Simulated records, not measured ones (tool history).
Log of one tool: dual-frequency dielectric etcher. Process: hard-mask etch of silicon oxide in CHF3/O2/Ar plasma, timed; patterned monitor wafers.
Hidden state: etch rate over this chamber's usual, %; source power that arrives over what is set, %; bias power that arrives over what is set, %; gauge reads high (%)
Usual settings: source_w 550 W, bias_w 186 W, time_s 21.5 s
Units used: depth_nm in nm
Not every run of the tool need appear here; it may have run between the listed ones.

| run | hour | source_w | bias_w | time_s | wafers since the last listed run | hours since the last wet clean | hours since the last source power generator calibration | hours since the last bias power generator calibration | hours since the last upper electrode change | hours since the gauge calibration | read-back reference wafer on the same gauge, depth_nm | depth_nm |
|---|---|---|---|---|---|---|---|---|---|---|---|---|
| 1 | 0.0 | 550 | 186 | 21.5 | 0 | 205.6 | 3154.9 | 3266.9 | 4924.8 | 414.2 | 56.47 | 47.30 |
| 2 | 35.1 | 550 | 186 | 21.5 | 534 | 240.7 | 3190.0 | 3302.0 | 4959.9 | 449.3 | 56.49 | 47.45 |
| 3 | 69.0 | 550 | 186 | 21.5 | 516 | 274.6 | 3223.9 | 3335.9 | 4993.8 | 483.2 | 56.49 | 47.73 |
| 4 | 99.4 | 550 | 186 | 21.5 | 463 | 305.0 | 3254.3 | 3366.3 | 5024.2 | 513.6 | 56.44 | 47.56 |
| 5 | 111.7 | 550 | 186 | 21.5 | 187 | 317.3 | 3266.6 | 3378.6 | 5036.5 | 525.9 | 56.48 | 47.96 |
| 6 | 139.8 | 550 | 186 | 21.5 | 428 | 345.4 | 3294.7 | 3406.7 | 5064.6 | 554.0 | 56.47 | 47.85 |
| 7 | 159.4 | 550 | 186 | 21.5 | 298 | 365.0 | 3314.3 | 3426.3 | 5084.2 | 573.6 | 56.63 | 47.68 |
| 8 | 177.6 | 490 | 186 | 21.5 | 277 | 383.2 | 3332.5 | 3444.5 | 5102.4 | 591.8 | 56.65 | 45.28 |
| 9 | 202.4 | 550 | 186 | 21.5 | 377 | 408.0 | 3357.3 | 3469.3 | 5127.2 | 616.6 | 56.58 | 47.56 |
|  | 242.7 | wet clean of the chamber |
| 10 | 243.2 | 550 | 186 | 21.5 | 255 | 0.5 | 3398.1 | 3510.1 | 5168.0 | 657.4 | 56.63 | 47.68 |
| 11 | 248.5 | 550 | 186 | 21.5 | 80 | 5.8 | 3403.4 | 3515.4 | 5173.3 | 662.7 | 56.61 | 47.64 |
| 12 | 269.0 | 550 | 186 | 21.5 | 312 | 26.3 | 3423.9 | 3535.9 | 5193.8 | 683.2 | 56.67 | 47.76 |
|  | 299.7 | bias power generator calibrated |
| 13 | 317.3 | 550 | 186 | 21.5 | 674 | 74.6 | 3472.2 | 17.6 | 5242.1 | 731.5 | 56.60 | 47.80 |
|  | 341.1 | source power generator calibrated |
|  | 344.9 | upper electrode replaced |
| 14 | 345.4 | 590 | 186 | 21.5 | 309 | 102.7 | 4.3 | 45.7 | 0.5 | 759.6 | 56.65 | 49.56 |
| 15 | 349.3 | 440 | 186 | 18.0 | 59 | 106.6 | 8.2 | 49.6 | 4.4 | 763.5 | 56.70 | 36.00 |
| 16 | 375.1 | 500 | 147 | 23.5 | 393 | 132.4 | 34.0 | 75.4 | 30.2 | 789.3 | 56.72 | 44.85 |
|  | 404.8 | gauge calibrated |
| 17 | 407.7 | 430 | 174 | 21.5 | 496 | 165.0 | 66.6 | 108.0 | 62.8 | 2.9 | 54.90 | 40.03 |
| 18 | 494.1 | 600 | 163 | 21.5 | 1316 | 251.4 | 153.0 | 194.4 | 149.2 | 89.3 | 55.42 | 45.68 |
| 19 | 510.8 | 550 | 200 | 18.5 | 254 | 268.1 | 169.7 | 211.1 | 165.9 | 106.0 | 55.41 | 41.78 |
| 20 | 541.6 | 410 | 141 | 18.5 | 469 | 298.9 | 200.5 | 241.9 | 196.7 | 136.8 | 55.55 | 30.95 |
| 21 | 564.3 | 590 | 186 | 27.0 | 345 | 321.6 | 223.2 | 264.6 | 219.4 | 159.5 | 55.73 | 60.82 |
| 22 | 588.9 | 410 | 141 | 18.5 | 374 | 346.2 | 247.8 | 289.2 | 244.0 | 184.1 | 55.78 | 30.94 |
| 23 | 622.4 | 460 | 162 | 27.0 | 510 | 379.7 | 281.3 | 322.7 | 277.5 | 217.6 | 55.85 | 51.14 |
|  | 659.8 | wet clean of the chamber |
| 24 | 721.3 | 550 | 186 | 21.5 | 1141 | 61.5 | 380.2 | 421.6 | 376.4 | 316.5 | 56.13 | 47.38 |
| 25 | 745.4 | 660 | 204 | 28.0 | 367 | 85.6 | 404.3 | 445.7 | 400.5 | 340.6 | 56.22 | 69.92 |
| 26 | 775.9 | 550 | 186 | 21.5 | 464 | 116.1 | 434.8 | 476.2 | 431.0 | 371.1 | 56.22 | 47.43 |
| 27 | 797.1 | 680 | 158 | 17.5 | 322 | 137.3 | 456.0 | 497.4 | 452.2 | 392.3 | 56.20 | 39.55 |

3 ways to go on from here, each from the tool as it stands after run 27. What would each give?
| A | 797.5 | 550 | 167 | 21.5 | 6 | 137.7 | 456.4 | 497.8 | 452.6 | 392.7 | ? | ? |
| B | 797.5 | 550 | 217 | 16.5 | 6 | 137.7 | 456.4 | 497.8 | 452.6 | 392.7 | ? | ? |
| C | 797.5 | 440 | 223 | 19.5 | 6 | 137.7 | 456.4 | 497.8 | 452.6 | 392.7 | ? | ? |

| run | read-back reference wafer on the same gauge, depth_nm | depth_nm |
|---|---|---|
| A | 56.20 | 45.39 |
| B | 56.20 | 39.20 |
| C | 56.20 | 42.30 |
Without the tool's hidden state the same runs would have given:
| run | depth_nm |
|---|---|
| A | 44.39 |
| B | 38.34 |
| C | 41.37 |
